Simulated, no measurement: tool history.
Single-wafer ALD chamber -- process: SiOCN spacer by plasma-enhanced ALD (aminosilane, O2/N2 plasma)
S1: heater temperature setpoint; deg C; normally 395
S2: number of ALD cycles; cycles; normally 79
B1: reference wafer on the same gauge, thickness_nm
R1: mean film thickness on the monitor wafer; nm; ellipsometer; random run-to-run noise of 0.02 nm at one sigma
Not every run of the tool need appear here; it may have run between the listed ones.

{"run": 1, "hour": 0.0, "S1": 395, "S2": 69, "B1": 4.614, "R1": 4.001}
{"hour": 1.8, "done": "gauge calibrated"}
{"run": 2, "hour": 22.3, "S1": 395, "S2": 69, "B1": 4.611, "R1": 4.056}
{"run": 3, "hour": 47.7, "S1": 395, "S2": 69, "B1": 4.604, "R1": 4.023}
{"run": 4, "hour": 73.9, "S1": 395, "S2": 88, "B1": 4.611, "R1": 5.139}
{"run": 5, "hour": 101.4, "S1": 395, "S2": 88, "B1": 4.611, "R1": 5.127}
{"run": 6, "hour": 114.9, "S1": 395, "S2": 88, "B1": 4.61, "R1": 5.096}
{"run": 7, "hour": 128.9, "S1": 395, "S2": 79, "B1": 4.615, "R1": 4.609}
{"run": 8, "hour": 156.0, "S1": 395, "S2": 79, "B1": 4.614, "R1": 4.614}
{"run": 9, "hour": 187.7, "S1": 385, "S2": 79, "B1": 4.609, "R1": 4.591}
{"run": 10, "hour": 294.8, "S1": 386, "S2": 79, "B1": 4.61, "R1": 4.582}
{"run": 11, "hour": 315.0, "S1": 395, "S2": 79, "B1": 4.605, "R1": 4.619}
{"run": 12, "hour": 344.1, "S1": 395, "S2": 79, "B1": 4.609, "R1": 4.621}
{"hour": 380.8, "done": "thermocouple changed; heater temperature recalibrated"}
{"run": 13, "hour": 390.4, "S1": 380, "S2": 73, "B1": 4.611, "R1": 4.278}
{"run": 14, "hour": 421.7, "S1": 395, "S2": 89, "B1": 4.608, "R1": 5.148}
{"run": 15, "hour": 447.6, "S1": 388, "S2": 94, "B1": 4.611, "R1": 5.482}
{"hour": 450.7, "done": "gauge calibrated"}
{"run": 16, "hour": 471.2, "S1": 395, "S2": 79, "B1": 4.606, "R1": 4.599}
{"run": 17, "hour": 505.2, "S1": 389, "S2": 79, "B1": 4.606, "R1": 4.599}
{"run": 18, "hour": 609.9, "S1": 395, "S2": 70, "B1": 4.611, "R1": 4.057}
{"run": 19, "hour": 634.6, "S1": 395, "S2": 79, "B1": 4.607, "R1": 4.593}

State the hidden condition of the tool at each of the runs:
wafer temperature above the value expected at the setpoint (K): 0 at every run
gauge reads high (%): 0 at every run

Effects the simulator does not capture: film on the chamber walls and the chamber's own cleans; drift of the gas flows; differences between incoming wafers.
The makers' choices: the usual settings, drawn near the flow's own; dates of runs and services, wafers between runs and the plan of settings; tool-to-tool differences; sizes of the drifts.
